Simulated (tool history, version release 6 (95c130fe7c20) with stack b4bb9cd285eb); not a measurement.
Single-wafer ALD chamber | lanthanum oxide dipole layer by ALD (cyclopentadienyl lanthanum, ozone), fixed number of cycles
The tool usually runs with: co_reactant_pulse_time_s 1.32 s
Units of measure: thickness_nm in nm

run	day	co_reactant_pulse_time_s	read-back reference wafer on the same gauge, thickness_nm	thickness_nm
1	0	1.32	0.445	0.492
2	2.962	1.32	0.445	0.492
3	7.292	1.32	0.444	0.491
4	10.067	1.32	0.445	0.491
5	13.283	1.32	0.445	0.49
6	17.038	1.16	0.445	0.476
7	18.875	1.16	0.445	0.478
# day 20.121: ozone generator serviced
8	22.283	1.16	0.445	0.477
9	25.938	1.14	0.445	0.475
10	32.275	1.14	0.445	0.473
# day 34.008: showerhead replaced
11	34.246	1.14	0.445	0.472
12	36.283	1.32	0.445	0.491
13	38.438	1.44	0.445	0.501
14	41.829	1.44	0.445	0.502
15	44.05	1.44	0.445	0.499
16	46.917	0.84	0.445	0.422
# day 48.988: thermocouple changed; heater temperature recalibrated
# day 49.233: gauge calibrated
17	50.696	0.81	0.445	0.416
18	55.012	1.32	0.445	0.493
# day 57.358: ozone generator serviced
19	58.883	0.87	0.445	0.429
20	60.825	1.32	0.445	0.494
21	62.992	1.44	0.445	0.499
22	65.125	1.73	0.445	0.512
23	68.546	0.89	0.445	0.434
24	72.842	1.32	0.445	0.492
25	77.054	1.75	0.445	0.515
26	80.404	1.74	0.445	0.515
27	82.829	1.32	0.445	0.493
28	85.008	1.53	0.444	0.505
29	87.512	1.01	0.445	0.455
30	91.867	1.04	0.445	0.462

What the log doesn't show, run by run:
wafer temperature above the value expected at the setpoint (K): 0, the same for each run
ozone dose above that of a generator just serviced (%): 0, the same for each run
gauge reads high (%): 0, the same for each run
